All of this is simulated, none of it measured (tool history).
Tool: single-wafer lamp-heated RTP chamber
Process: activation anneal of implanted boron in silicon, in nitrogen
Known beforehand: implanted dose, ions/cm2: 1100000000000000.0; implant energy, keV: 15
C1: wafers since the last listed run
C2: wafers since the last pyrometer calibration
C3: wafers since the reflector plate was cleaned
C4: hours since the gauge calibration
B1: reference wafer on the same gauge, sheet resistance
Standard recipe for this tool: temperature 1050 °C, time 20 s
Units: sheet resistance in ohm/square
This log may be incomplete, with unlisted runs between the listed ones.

{"run": 1, "hour": 0.0, "temperature": 1050, "time": 20, "C1": 0, "C2": 331, "C3": 4118, "C4": 122.3, "B1": 132.99, "sheet resistance": 111.17}
{"run": 2, "hour": 27.1, "temperature": 1050, "time": 20, "C1": 521, "C2": 853, "C3": 4639, "C4": 149.4, "B1": 132.99, "sheet resistance": 110.96}
{"run": 3, "hour": 58.3, "temperature": 1050, "time": 20, "C1": 600, "C2": 1453, "C3": 5239, "C4": 180.6, "B1": 133.01, "sheet resistance": 110.9}
{"run": 4, "hour": 87.9, "temperature": 1050, "time": 20, "C1": 569, "C2": 2022, "C3": 5809, "C4": 210.2, "B1": 132.99, "sheet resistance": 110.76}
{"run": 5, "hour": 113.9, "temperature": 1050, "time": 20, "C1": 500, "C2": 2523, "C3": 6309, "C4": 236.2, "B1": 133.02, "sheet resistance": 110.9}
{"run": 6, "hour": 132.3, "temperature": 1063, "time": 15, "C1": 354, "C2": 2877, "C3": 6663, "C4": 254.6, "B1": 133.0, "sheet resistance": 110.81}
{"run": 7, "hour": 152.7, "temperature": 1063, "time": 15, "C1": 392, "C2": 3269, "C3": 7056, "C4": 275.0, "B1": 133.02, "sheet resistance": 110.65}
{"run": 8, "hour": 168.5, "temperature": 1050, "time": 25, "C1": 303, "C2": 3573, "C3": 7360, "C4": 290.8, "B1": 133.0, "sheet resistance": 110.09}
{"run": 9, "hour": 186.3, "temperature": 1050, "time": 25, "C1": 342, "C2": 3916, "C3": 7702, "C4": 308.6, "B1": 133.03, "sheet resistance": 110.2}
{"run": 10, "hour": 208.0, "temperature": 1050, "time": 25, "C1": 417, "C2": 4333, "C3": 8120, "C4": 330.3, "B1": 133.03, "sheet resistance": 110.14}
{"run": 11, "hour": 229.2, "temperature": 1050, "time": 20, "C1": 407, "C2": 4741, "C3": 8527, "C4": 351.5, "B1": 132.97, "sheet resistance": 110.6}
{"run": 12, "hour": 261.6, "temperature": 1050, "time": 20, "C1": 623, "C2": 5364, "C3": 9151, "C4": 383.9, "B1": 133.03, "sheet resistance": 110.77}
{"run": 13, "hour": 283.1, "temperature": 1050, "time": 20, "C1": 413, "C2": 5778, "C3": 9564, "C4": 405.4, "B1": 132.94, "sheet resistance": 110.49}
{"run": 14, "hour": 307.2, "temperature": 1050, "time": 12, "C1": 463, "C2": 6242, "C3": 10028, "C4": 429.5, "B1": 133.03, "sheet resistance": 111.56}
{"hour": 321.1, "done": "reflector plate cleaned"}
{"run": 15, "hour": 335.0, "temperature": 1029, "time": 30, "C1": 380, "C2": 6623, "C3": 266, "C4": 457.3, "B1": 132.96, "sheet resistance": 111.31}
{"hour": 363.2, "done": "pyrometer window cleaned and pyrometer calibrated"}
{"run": 16, "hour": 367.9, "temperature": 1026, "time": 27, "C1": 479, "C2": 91, "C3": 745, "C4": 490.2, "B1": 132.96, "sheet resistance": 112.93}
{"hour": 373.9, "done": "gauge calibrated"}
{"run": 17, "hour": 394.4, "temperature": 1050, "time": 20, "C1": 509, "C2": 601, "C3": 1255, "C4": 20.5, "B1": 133.03, "sheet resistance": 111.07}
{"run": 18, "hour": 412.9, "temperature": 1050, "time": 20, "C1": 355, "C2": 957, "C3": 1611, "C4": 39.0, "B1": 133.03, "sheet resistance": 111.08}
{"run": 19, "hour": 448.6, "temperature": 1033, "time": 24, "C1": 686, "C2": 1644, "C3": 2298, "C4": 74.7, "B1": 132.97, "sheet resistance": 111.71}
{"run": 20, "hour": 468.2, "temperature": 1025, "time": 12, "C1": 377, "C2": 2021, "C3": 2675, "C4": 94.3, "B1": 133.07, "sheet resistance": 113.32}
{"run": 21, "hour": 493.4, "temperature": 1035, "time": 20, "C1": 484, "C2": 2506, "C3": 3160, "C4": 119.5, "B1": 133.01, "sheet resistance": 111.68}
{"run": 22, "hour": 505.6, "temperature": 1025, "time": 23, "C1": 234, "C2": 2740, "C3": 3395, "C4": 131.7, "B1": 133.07, "sheet resistance": 112.35}
{"run": 23, "hour": 531.3, "temperature": 1050, "time": 14, "C1": 494, "C2": 3235, "C3": 3889, "C4": 157.4, "B1": 133.02, "sheet resistance": 111.67}
{"run": 24, "hour": 555.5, "temperature": 1040, "time": 16, "C1": 465, "C2": 3700, "C3": 4355, "C4": 181.6, "B1": 132.99, "sheet resistance": 111.48}
{"run": 25, "hour": 569.6, "temperature": 1050, "time": 28, "C1": 271, "C2": 3972, "C3": 4626, "C4": 195.7, "B1": 133.02, "sheet resistance": 109.75}
{"run": 26, "hour": 594.4, "temperature": 1029, "time": 32, "C1": 477, "C2": 4449, "C3": 5103, "C4": 220.5, "B1": 132.98, "sheet resistance": 111.04}
{"run": 27, "hour": 619.1, "temperature": 1072, "time": 15, "C1": 475, "C2": 4924, "C3": 5578, "C4": 245.2, "B1": 133.06, "sheet resistance": 110.29}
{"run": 28, "hour": 652.7, "temperature": 1025, "time": 23, "C1": 646, "C2": 5571, "C3": 6225, "C4": 278.8, "B1": 133.0, "sheet resistance": 111.95}

Forecast each of these 4 alternatives for the next run:
{"run": "A", "hour": 653.1, "temperature": 1074, "time": 20, "C1": 7, "C2": 5578, "C3": 6232, "C4": 279.2, "B1": "?", "sheet resistance": "?"}
{"run": "B", "hour": 653.1, "temperature": 1063, "time": 11, "C1": 7, "C2": 5578, "C3": 6232, "C4": 279.2, "B1": "?", "sheet resistance": "?"}
{"run": "C", "hour": 653.1, "temperature": 1029, "time": 20, "C1": 7, "C2": 5578, "C3": 6232, "C4": 279.2, "B1": "?", "sheet resistance": "?"}
{"run": "D", "hour": 653.1, "temperature": 1071, "time": 29, "C1": 7, "C2": 5578, "C3": 6232, "C4": 279.2, "B1": "?", "sheet resistance": "?"}

run=A B1=133.01 sheet_resistance=109.89
run=B B1=133.01 sheet_resistance=111.24
run=C B1=133.01 sheet_resistance=112.01
run=D B1=133.01 sheet_resistance=109.15
Without the tool's unlogged condition, the same runs would have read:
run=A sheet_resistance=110.27
run=B sheet_resistance=111.67
run=C sheet_resistance=113.36
run=D sheet_resistance=109.56

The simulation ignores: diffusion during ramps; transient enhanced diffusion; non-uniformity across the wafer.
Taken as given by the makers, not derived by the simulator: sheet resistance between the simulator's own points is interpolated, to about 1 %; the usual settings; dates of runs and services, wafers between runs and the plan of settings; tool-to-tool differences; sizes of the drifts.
